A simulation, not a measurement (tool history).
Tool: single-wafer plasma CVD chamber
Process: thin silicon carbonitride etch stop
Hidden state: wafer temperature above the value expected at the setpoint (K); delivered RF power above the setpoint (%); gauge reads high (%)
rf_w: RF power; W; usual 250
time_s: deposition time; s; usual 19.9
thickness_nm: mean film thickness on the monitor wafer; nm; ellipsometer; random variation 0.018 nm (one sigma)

run   hour  rf_w  time_s  wafers since the last listed run  hours since the last thermocouple change  hours since the last RF generator calibration  hours since the showerhead was replaced  hours since the gauge calibration  read-back reference wafer on the same gauge, thickness_nm  thickness_nm
  1    0.0   250    19.9                                 0                                     954.8                                         1332.2                                   5672.2                               61.2                                                     10.098        11.742
  2    7.6   290    19.9                               171                                     962.4                                         1339.8                                   5679.8                               68.8                                                     10.102        12.086
  3   13.8   290    19.9                               139                                     968.6                                         1346.0                                   5686.0                               75.0                                                     10.093        12.079
  4   29.7   235    20.8                               358                                     984.5                                         1361.9                                   5701.9                               90.9                                                     10.100        12.088
  5   46.9   235    20.8                               387                                    1001.7                                         1379.1                                   5719.1                              108.1                                                     10.096        12.152
  6   60.0   250    19.9                               295                                    1014.8                                         1392.2                                   5732.2                              121.2                                                     10.103        11.746
  7   71.4   250    19.9                               256                                    1026.2                                         1403.6                                   5743.6                              132.6                                                     10.094        11.725
  8   80.1   250    21.0                               195                                    1034.9                                         1412.3                                   5752.3                              141.3                                                     10.107        12.355
  9  116.7   250    21.0                               824                                    1071.5                                         1448.9                                   5788.9                              177.9                                                     10.100        12.356
 10  143.7   250    19.9                               608                                    1098.5                                         1475.9                                   5815.9                              204.9                                                     10.098        11.707
 11  154.7   250    19.9                               247                                    1109.5                                         1486.9                                   5826.9                              215.9                                                     10.098        11.730
 12  168.9   250    19.9                               319                                    1123.7                                         1501.1                                   5841.1                              230.1                                                     10.097        11.686
 13  180.4   250    19.9                               258                                    1135.2                                         1512.6                                   5852.6                              241.6                                                     10.099        11.704
 14  188.0   250    19.9                               171                                    1142.8                                         1520.2                                   5860.2                              249.2                                                     10.097        11.680
     200.5  -- RF generator calibrated
 15  201.6   250    19.9                               126                                    1156.4                                            1.1                                   5873.8                              262.8                                                     10.101        11.900
 16  208.7   250    19.9                               159                                    1163.5                                            8.2                                   5880.9                              269.9                                                     10.093        11.866
 17  217.1   250    19.9                               189                                    1171.9                                           16.6                                   5889.3                              278.3                                                     10.098        11.909
 18  226.2   205    21.1                               204                                    1181.0                                           25.7                                   5898.4                              287.4                                                     10.094        12.170
 19  234.2   250    19.9                               180                                    1189.0                                           33.7                                   5906.4                              295.4                                                     10.098        11.931
 20  250.9   280    17.7                               376                                    1205.7                                           50.4                                   5923.1                              312.1                                                     10.100        10.797
 21  260.9   250    19.9                               225                                    1215.7                                           60.4                                   5933.1                              322.1                                                     10.102        11.905
     276.4  -- gauge calibrated
 22  276.6   205    22.0                               353                                    1231.4                                           76.1                                   5948.8                                0.2                                                     10.097        12.674
 23  286.6   250    19.9                               225                                    1241.4                                           86.1                                   5958.8                               10.2                                                     10.100        11.902
     297.2  -- thermocouple changed; heater temperature recalibrated
 24  303.8   285    19.9                               207                                       6.6                                          103.3                                   5976.0                               27.4                                                     10.101        12.202
     316.2  -- showerhead replaced
 25  316.7   250    18.1                               110                                      19.5                                          116.2                                      0.5                               40.3                                                     10.095        10.823
 26  321.4   300    19.9                               105                                      24.2                                          120.9                                      5.2                               45.0                                                     10.100        12.339
 27  331.2   250    19.9                               220                                      34.0                                          130.7                                     15.0                               54.8                                                     10.105        11.875
 28  348.7   250    19.9                               394                                      51.5                                          148.2                                     32.5                               72.3                                                     10.099        11.906
 29  366.0   220    18.7                               389                                      68.8                                          165.5                                     49.8                               89.6                                                     10.099        10.892
 30  379.0   235    16.5                               292                                      81.8                                          178.5                                     62.8                              102.6                                                     10.102         9.743
 31  392.0   250    23.8                               292                                      94.8                                          191.5                                     75.8                              115.6                                                     10.098        14.216
 32  404.9   230    19.9                               290                                     107.7                                          204.4                                     88.7                              128.5                                                     10.104        11.709
 33  413.3   250    21.5                               189                                     116.1                                          212.8                                     97.1                              136.9                                                     10.103        12.846
 34  430.6   250    19.9                               389                                     133.4                                          230.1                                    114.4                              154.2                                                     10.102        11.873
 35  439.7   290    19.9                               204                                     142.5                                          239.2                                    123.5                              163.3                                                     10.102        12.208

5 ways to go on from here, each from the tool as it stands after run 35. What would each give?
  A  440.1   250    17.2                                 9                                     142.9                                          239.6                                    123.9                              163.7                                                          ?             ?
  B  440.1   225    19.9                                 9                                     142.9                                          239.6                                    123.9                              163.7                                                          ?             ?
  C  440.1   280    18.6                                 9                                     142.9                                          239.6                                    123.9                              163.7                                                          ?             ?
  D  440.1   270    18.3                                 9                                     142.9                                          239.6                                    123.9                              163.7                                                          ?             ?
  E  440.1   220    17.8                                 9                                     142.9                                          239.6                                    123.9                              163.7                                                          ?             ?

run  read-back reference wafer on the same gauge, thickness_nm  thickness_nm
  A                                                     10.096        10.264
  B                                                     10.096        11.645
  C                                                     10.096        11.346
  D                                                     10.096        11.083
  E                                                     10.096        10.373
Without the tool's hidden state the same runs would have given:
run  thickness_nm
  A        10.306
  B        11.692
  C        11.392
  D        11.129
  E        10.416
